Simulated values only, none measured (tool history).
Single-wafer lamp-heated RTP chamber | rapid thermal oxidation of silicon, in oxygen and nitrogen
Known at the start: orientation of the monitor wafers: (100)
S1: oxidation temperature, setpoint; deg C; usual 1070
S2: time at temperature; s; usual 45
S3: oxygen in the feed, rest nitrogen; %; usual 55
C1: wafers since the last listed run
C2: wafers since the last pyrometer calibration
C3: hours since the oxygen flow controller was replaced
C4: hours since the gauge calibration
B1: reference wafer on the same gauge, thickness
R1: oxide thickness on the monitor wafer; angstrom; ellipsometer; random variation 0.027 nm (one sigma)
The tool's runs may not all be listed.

| run | day | S1 | S2 | S3 | C1 | C2 | C3 | C4 | B1 | R1 |
|---|---|---|---|---|---|---|---|---|---|---|
| 1 | 0.000 | 1070 | 45 | 55 | 0 | 2980 | 4970.2 | 526.7 | 8.630 | 74.73 |
| 2 | 3.067 | 1070 | 28 | 55 | 624 | 3605 | 5043.8 | 600.3 | 8.629 | 60.74 |
| 3 | 5.242 | 1070 | 28 | 55 | 443 | 4048 | 5096.0 | 652.5 | 8.634 | 61.42 |
| 4 | 8.092 | 1070 | 45 | 55 | 580 | 4629 | 5164.4 | 720.9 | 8.634 | 75.12 |
| 5 | 11.017 | 1070 | 45 | 55 | 595 | 5225 | 5234.6 | 791.1 | 8.635 | 74.64 |
| 6 | 14.496 | 1050 | 29 | 55 | 708 | 5933 | 5318.1 | 874.6 | 8.632 | 54.73 |
| 7 | 16.542 | 1050 | 29 | 55 | 416 | 6350 | 5367.2 | 923.7 | 8.628 | 55.02 |
| 8 | 20.029 | 1050 | 29 | 55 | 710 | 7061 | 5450.9 | 1007.4 | 8.633 | 54.65 |
| 9 | 21.862 | 1070 | 45 | 55 | 373 | 7434 | 5494.9 | 1051.4 | 8.631 | 75.77 |
| 10 | 24.100 | 1070 | 45 | 55 | 455 | 7890 | 5548.6 | 1105.1 | 8.633 | 75.33 |
| 11 | 25.808 | 1070 | 45 | 55 | 348 | 8238 | 5589.6 | 1146.1 | 8.624 | 75.20 |
| 12 | 29.071 | 1054 | 36 | 55 | 664 | 8903 | 5667.9 | 1224.4 | 8.628 | 61.32 |
|  | 29.992 | pyrometer window cleaned and pyrometer calibrated |
| 13 | 32.633 | 1070 | 45 | 55 | 657 | 538 | 5753.4 | 1309.9 | 8.624 | 78.18 |
|  | 34.554 | oxygen flow controller replaced |
| 14 | 36.708 | 1079 | 57 | 73 | 762 | 1300 | 51.7 | 1407.7 | 8.630 | 101.63 |
| 15 | 39.662 | 1070 | 57 | 81 | 601 | 1902 | 122.6 | 1478.6 | 8.628 | 100.31 |
|  | 39.712 | gauge calibrated |
|  | 40.129 | pyrometer window cleaned and pyrometer calibrated, repeated, since the last time left the tool worse |
| 16 | 41.617 | 1097 | 34 | 55 | 330 | 303 | 169.5 | 45.7 | 8.629 | 76.79 |
| 17 | 43.554 | 1070 | 45 | 71 | 394 | 698 | 216.0 | 92.2 | 8.627 | 79.82 |
| 18 | 47.221 | 1084 | 53 | 80 | 747 | 1445 | 304.0 | 180.2 | 8.629 | 98.70 |
| 19 | 48.942 | 1070 | 45 | 31 | 350 | 1795 | 345.3 | 221.5 | 8.629 | 60.33 |
| 20 | 53.388 | 1070 | 45 | 55 | 905 | 2701 | 452.0 | 328.2 | 8.624 | 74.68 |
| 21 | 57.738 | 1070 | 45 | 46 | 886 | 3587 | 556.4 | 432.6 | 8.634 | 69.91 |
| 22 | 60.096 | 1080 | 33 | 44 | 480 | 4068 | 613.0 | 489.2 | 8.635 | 64.88 |
| 23 | 63.138 | 1070 | 45 | 55 | 619 | 4688 | 686.0 | 562.2 | 8.629 | 74.80 |

3 ways to go on from here, each from the tool as it stands after run 23. What would each give?
| A | 63.154 | 1091 | 45 | 55 | 3 | 4691 | 686.4 | 562.6 | ? | ? |
| B | 63.154 | 1049 | 39 | 80 | 3 | 4691 | 686.4 | 562.6 | ? | ? |
| C | 63.154 | 1050 | 65 | 35 | 3 | 4691 | 686.4 | 562.6 | ? | ? |

| run | B1 | R1 |
|---|---|---|
| A | 8.635 | 85.91 |
| B | 8.635 | 69.98 |
| C | 8.635 | 65.87 |
Without the tool's hidden state the same runs would have given:
| run | R1 |
|---|---|
| A | 83.18 |
| B | 67.61 |
| C | 63.67 |
